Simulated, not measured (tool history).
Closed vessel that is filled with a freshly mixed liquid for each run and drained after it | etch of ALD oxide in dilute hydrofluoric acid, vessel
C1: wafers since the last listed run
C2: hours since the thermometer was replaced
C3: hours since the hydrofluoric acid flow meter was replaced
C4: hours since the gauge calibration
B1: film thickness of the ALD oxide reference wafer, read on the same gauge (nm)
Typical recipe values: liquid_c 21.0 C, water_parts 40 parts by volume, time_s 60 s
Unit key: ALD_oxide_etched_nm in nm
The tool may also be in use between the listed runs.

{"run": 1, "day": 0.0, "liquid_c": 21.0, "water_parts": 40, "time_s": 60, "C1": 0, "C2": 1697.5, "C3": 932.1, "C4": 46.6, "B1": 119.99, "ALD_oxide_etched_nm": 29.27}
{"run": 2, "day": 0.617, "liquid_c": 21.0, "water_parts": 40, "time_s": 60, "C1": 1332, "C2": 1712.3, "C3": 946.9, "C4": 61.4, "B1": 120.02, "ALD_oxide_etched_nm": 29.57}
{"run": 3, "day": 1.317, "liquid_c": 21.0, "water_parts": 40, "time_s": 60, "C1": 1512, "C2": 1729.1, "C3": 963.7, "C4": 78.2, "B1": 120.0, "ALD_oxide_etched_nm": 29.66}
{"run": 4, "day": 1.683, "liquid_c": 21.0, "water_parts": 40, "time_s": 60, "C1": 792, "C2": 1737.9, "C3": 972.5, "C4": 87.0, "B1": 120.0, "ALD_oxide_etched_nm": 29.45}
{"run": 5, "day": 2.108, "liquid_c": 22.5, "water_parts": 40, "time_s": 60, "C1": 918, "C2": 1748.1, "C3": 982.7, "C4": 97.2, "B1": 119.98, "ALD_oxide_etched_nm": 31.45}
{"run": 6, "day": 2.825, "liquid_c": 21.0, "water_parts": 40, "time_s": 50, "C1": 1548, "C2": 1765.3, "C3": 999.9, "C4": 114.4, "B1": 119.99, "ALD_oxide_etched_nm": 24.85}
{"run": 7, "day": 3.188, "liquid_c": 21.0, "water_parts": 40, "time_s": 60, "C1": 783, "C2": 1774.0, "C3": 1008.6, "C4": 123.1, "B1": 119.98, "ALD_oxide_etched_nm": 29.28}
{"day": 3.446, "done": "hydrofluoric acid flow meter replaced"}
{"run": 8, "day": 3.617, "liquid_c": 21.0, "water_parts": 40, "time_s": 60, "C1": 837, "C2": 1784.3, "C3": 4.1, "C4": 133.4, "B1": 120.01, "ALD_oxide_etched_nm": 26.6}
{"run": 9, "day": 4.033, "liquid_c": 25.5, "water_parts": 25, "time_s": 60, "C1": 900, "C2": 1794.3, "C3": 14.1, "C4": 143.4, "B1": 119.98, "ALD_oxide_etched_nm": 52.39}
{"day": 4.121, "done": "thermometer replaced"}
{"run": 10, "day": 4.7, "liquid_c": 21.0, "water_parts": 40, "time_s": 60, "C1": 1350, "C2": 13.9, "C3": 30.1, "C4": 159.4, "B1": 119.97, "ALD_oxide_etched_nm": 26.69}
{"run": 11, "day": 5.225, "liquid_c": 21.0, "water_parts": 20, "time_s": 70, "C1": 1134, "C2": 26.5, "C3": 42.7, "C4": 172.0, "B1": 119.94, "ALD_oxide_etched_nm": 63.84}
{"day": 5.346, "done": "gauge calibrated"}
{"run": 12, "day": 5.712, "liquid_c": 17.0, "water_parts": 55, "time_s": 95, "C1": 1053, "C2": 38.2, "C3": 54.4, "C4": 8.8, "B1": 119.99, "ALD_oxide_etched_nm": 25.38}
{"run": 13, "day": 6.104, "liquid_c": 21.0, "water_parts": 40, "time_s": 60, "C1": 846, "C2": 47.6, "C3": 63.8, "C4": 18.2, "B1": 120.0, "ALD_oxide_etched_nm": 27.03}
{"run": 14, "day": 6.729, "liquid_c": 17.5, "water_parts": 60, "time_s": 45, "C1": 1350, "C2": 62.6, "C3": 78.8, "C4": 33.2, "B1": 119.98, "ALD_oxide_etched_nm": 11.33}
{"run": 15, "day": 7.421, "liquid_c": 19.0, "water_parts": 50, "time_s": 35, "C1": 1494, "C2": 79.2, "C3": 95.4, "C4": 49.8, "B1": 119.97, "ALD_oxide_etched_nm": 11.37}
{"run": 16, "day": 8.142, "liquid_c": 19.5, "water_parts": 60, "time_s": 90, "C1": 1557, "C2": 96.5, "C3": 112.7, "C4": 67.1, "B1": 120.0, "ALD_oxide_etched_nm": 24.7}
{"run": 17, "day": 8.729, "liquid_c": 21.0, "water_parts": 40, "time_s": 60, "C1": 1269, "C2": 110.6, "C3": 126.8, "C4": 81.2, "B1": 120.0, "ALD_oxide_etched_nm": 27.03}

5 ways to go on from here, each from the tool as it stands after run 17. What would each give?
{"run": "A", "day": 8.758, "liquid_c": 21.0, "water_parts": 40, "time_s": 60, "C1": 63, "C2": 111.3, "C3": 127.5, "C4": 81.9, "B1": "?", "ALD_oxide_etched_nm": "?"}
{"run": "B", "day": 8.758, "liquid_c": 18.5, "water_parts": 55, "time_s": 45, "C1": 63, "C2": 111.3, "C3": 127.5, "C4": 81.9, "B1": "?", "ALD_oxide_etched_nm": "?"}
{"run": "C", "day": 8.758, "liquid_c": 21.0, "water_parts": 45, "time_s": 95, "C1": 63, "C2": 111.3, "C3": 127.5, "C4": 81.9, "B1": "?", "ALD_oxide_etched_nm": "?"}
{"run": "D", "day": 8.758, "liquid_c": 19.5, "water_parts": 25, "time_s": 40, "C1": 63, "C2": 111.3, "C3": 127.5, "C4": 81.9, "B1": "?", "ALD_oxide_etched_nm": "?"}
{"run": "E", "day": 8.758, "liquid_c": 19.0, "water_parts": 30, "time_s": 80, "C1": 63, "C2": 111.3, "C3": 127.5, "C4": 81.9, "B1": "?", "ALD_oxide_etched_nm": "?"}

run=A B1=120.06 ALD_oxide_etched_nm=26.96
run=B B1=120.06 ALD_oxide_etched_nm=12.99
run=C B1=120.06 ALD_oxide_etched_nm=37.72
run=D B1=120.06 ALD_oxide_etched_nm=27.45
run=E B1=120.06 ALD_oxide_etched_nm=44.52
With no hidden state in the tool, these same runs would have given:
run=A ALD_oxide_etched_nm=26.33
run=B ALD_oxide_etched_nm=12.68
run=C ALD_oxide_etched_nm=36.83
run=D ALD_oxide_etched_nm=26.82
run=E ALD_oxide_etched_nm=43.48

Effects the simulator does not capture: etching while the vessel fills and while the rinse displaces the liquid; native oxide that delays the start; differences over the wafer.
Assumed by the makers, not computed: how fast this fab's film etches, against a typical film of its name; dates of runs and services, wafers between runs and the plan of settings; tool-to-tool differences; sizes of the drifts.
